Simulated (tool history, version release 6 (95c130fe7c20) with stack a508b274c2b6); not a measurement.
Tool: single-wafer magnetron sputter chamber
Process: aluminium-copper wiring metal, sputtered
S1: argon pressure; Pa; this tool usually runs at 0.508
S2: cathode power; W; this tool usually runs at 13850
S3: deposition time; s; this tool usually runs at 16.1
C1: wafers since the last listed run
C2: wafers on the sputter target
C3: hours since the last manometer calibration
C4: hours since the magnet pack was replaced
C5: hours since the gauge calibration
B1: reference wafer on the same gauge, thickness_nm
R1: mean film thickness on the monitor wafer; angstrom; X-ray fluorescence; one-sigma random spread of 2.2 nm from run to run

Run 1, hour 0: usual settings; C1 0; C2 10663; C3 973.5; C4 7461.1; C5 648.6; B1 410.867. Result: R1 3494.55 angstrom.
At hour 4.8: sputter target and shields replaced.
Run 2, hour 95.6: usual settings; C1 2093; C2 2093; C3 1069.1; C4 7556.7; C5 744.2; B1 410.946. Result: R1 3655.13 angstrom.
Run 3, hour 143.4: usual settings; C1 1101; C2 3194; C3 1116.9; C4 7604.5; C5 792; B1 409.828. Result: R1 3632.06 angstrom.
Run 4, hour 200.8: usual settings; C1 1322; C2 4517; C3 1174.3; C4 7661.9; C5 849.4; B1 412.008. Result: R1 3588.46 angstrom.
Run 5, hour 240.8: usual settings; C1 921; C2 5439; C3 1214.3; C4 7701.9; C5 889.4; B1 411.095. Result: R1 3572.72 angstrom.
Run 6, hour 306.9: usual settings; C1 1523; C2 6962; C3 1280.4; C4 7768; C5 955.5; B1 411.148. Result: R1 3565.42 angstrom.
Run 7, hour 360: usual settings; C1 1223; C2 8186; C3 1333.5; C4 7821.1; C5 1008.6; B1 410.421. Result: R1 3553.96 angstrom.
At hour 441.7: sputter target and shields replaced.
Run 8, hour 467.7: usual settings but S1 0.552 Pa; C1 2297; C2 598; C3 1441.2; C4 7928.8; C5 1116.3; B1 410.608. Result: R1 3562.04 angstrom.
Run 9, hour 541.9: usual settings but S1 0.552 Pa; C1 1710; C2 2308; C3 1515.4; C4 8003; C5 1190.5; B1 411.178. Result: R1 3472.37 angstrom.
Run 10, hour 582: usual settings; C1 924; C2 3232; C3 1555.5; C4 8043.1; C5 1230.6; B1 411.184. Result: R1 3571.7 angstrom.
Run 11, hour 687.9: usual settings; C1 2440; C2 5673; C3 1661.4; C4 8149; C5 1336.5; B1 411.939. Result: R1 3539.64 angstrom.
Run 12, hour 755.7: usual settings; C1 1562; C2 7235; C3 1729.2; C4 8216.8; C5 1404.3; B1 410.737. Result: R1 3492.18 angstrom.
At hour 784.8: capacitance manometer re-zeroed and calibrated.
Run 13, hour 812.3: usual settings; C1 1120; C2 8355; C3 27.5; C4 8273.4; C5 1460.9; B1 410.737. Result: R1 3677.2 angstrom.
Run 14, hour 880.6: usual settings but S2 14550 W; C1 1574; C2 9929; C3 95.8; C4 8341.7; C5 1529.2; B1 410.647. Result: R1 3751.48 angstrom.
At hour 898.8: sputter target and shields replaced.
Run 15, hour 982.5: usual settings but S2 14550 W; C1 2164; C2 1928; C3 197.7; C4 8443.6; C5 1631.1; B1 411.696. Result: R1 3926.12 angstrom.
Run 16, hour 1021.6: usual settings; C1 901; C2 2829; C3 236.8; C4 8482.7; C5 1670.2; B1 411.067. Result: R1 3777.12 angstrom.
Run 17, hour 1058.6: usual settings but S1 0.642 Pa, S2 16700 W; C1 852; C2 3682; C3 273.8; C4 8519.7; C5 1707.2; B1 409.949. Result: R1 3683.32 angstrom.
Run 18, hour 1154.9: usual settings but S1 0.703 Pa, S2 12200 W, S3 14.9 s; C1 2219; C2 5901; C3 370.1; C4 8616; C5 1803.5; B1 410.321. Result: R1 2692.64 angstrom.
Run 19, hour 1232: usual settings; C1 1776; C2 7678; C3 447.2; C4 8693.1; C5 1880.6; B1 411.365. Result: R1 3649.08 angstrom.
At hour 1279.6: magnet pack replaced.
Run 20, hour 1288.3: usual settings; C1 1113; C2 8791; C3 503.5; C4 8.7; C5 1936.9; B1 411.141. Result: R1 3612.1 angstrom.
Run 21, hour 1336.4: usual settings; C1 1108; C2 9900; C3 551.6; C4 56.8; C5 1985; B1 410.838. Result: R1 3582.64 angstrom.
At hour 1388.6: sputter target and shields replaced.
At hour 1399.7: gauge calibrated.
Run 22, hour 1441.3: usual settings but S1 0.337 Pa; C1 2233; C2 1214; C3 656.5; C4 161.7; C5 41.6; B1 410.809. Result: R1 4391.36 angstrom.
Run 23, hour 1503.1: usual settings; C1 1424; C2 2638; C3 718.3; C4 223.5; C5 103.4; B1 410.843. Result: R1 3663.86 angstrom.
Run 24, hour 1605.5: usual settings but S2 14800 W; C1 2359; C2 4998; C3 820.7; C4 325.9; C5 205.8; B1 411.279. Result: R1 3732.04 angstrom.
Run 25, hour 1681.4: usual settings but S1 0.389 Pa, S2 16200 W, S3 15 s; C1 1749; C2 6747; C3 896.6; C4 401.8; C5 281.7; B1 410.263. Result: R1 4031.37 angstrom.
Run 26, hour 1745.7: usual settings but S1 0.642 Pa, S2 16900 W; C1 1481; C2 8229; C3 960.9; C4 466.1; C5 346; B1 411.105. Result: R1 3492.65 angstrom.
At hour 1804.7: sputter target and shields replaced.
Run 27, hour 1827.3: usual settings but S2 10850 W, S3 13.1 s; C1 1696; C2 520; C3 1042.5; C4 547.7; C5 427.6; B1 410.607. Result: R1 2722.58 angstrom.
Run 28, hour 1901.9: usual settings but S1 0.338 Pa, S2 15450 W, S3 19.1 s; C1 1719; C2 2240; C3 1117.1; C4 622.3; C5 502.2; B1 410.785. Result: R1 5499.43 angstrom.
Run 29, hour 1995.9: usual settings but S2 16750 W; C1 2166; C2 4406; C3 1211.1; C4 716.3; C5 596.2; B1 410.249. Result: R1 3963.76 angstrom.
Run 30, hour 2073.2: usual settings but S3 17.2 s; C1 1781; C2 6187; C3 1288.4; C4 793.6; C5 673.5; B1 411.989. Result: R1 3791.38 angstrom.
Run 31, hour 2141.9: usual settings but S1 0.615 Pa; C1 1583; C2 7771; C3 1357.1; C4 862.3; C5 742.2; B1 410.584. Result: R1 3210.18 angstrom.
At hour 2232.2: sputter target and shields replaced.
Run 32, hour 2235.2: usual settings but S1 0.565 Pa, S2 15250 W, S3 18.6 s; C1 1965; C2 68; C3 1450.4; C4 955.6; C5 835.5; B1 410.955. Result: R1 4281.2 angstrom.

Difference, measured minus no-hidden-state, one row per run. Run-to-run variation is common to both terms; the gauge's own scatter need not be:
The hidden state here: deposition rate above that of a new target (%); true argon pressure above the setpoint (%); gauge reads high (%).
run       R1
  1  -536.59
  2  -354.27
  3  -402.56
  4  -441.65
  5  -462.43
  6  -488.92
  7  -502.78
  8  -338.23
  9  -432.31
 10  -455.34
 11  -518.89
 12  -536.57
 13  -327.83
 14   -373.7
 15  -229.78
 16  -275.35
 17  -343.57
 18  -328.78
 19  -425.75
 20  -443.75
 21  -455.48
 22  -236.93
 23  -366.39
 24  -462.66
 25  -464.63
 26  -564.64
 27  -195.35
 28  -397.33
 29   -495.9
 30  -517.49
 31  -519.12
 32  -365.42
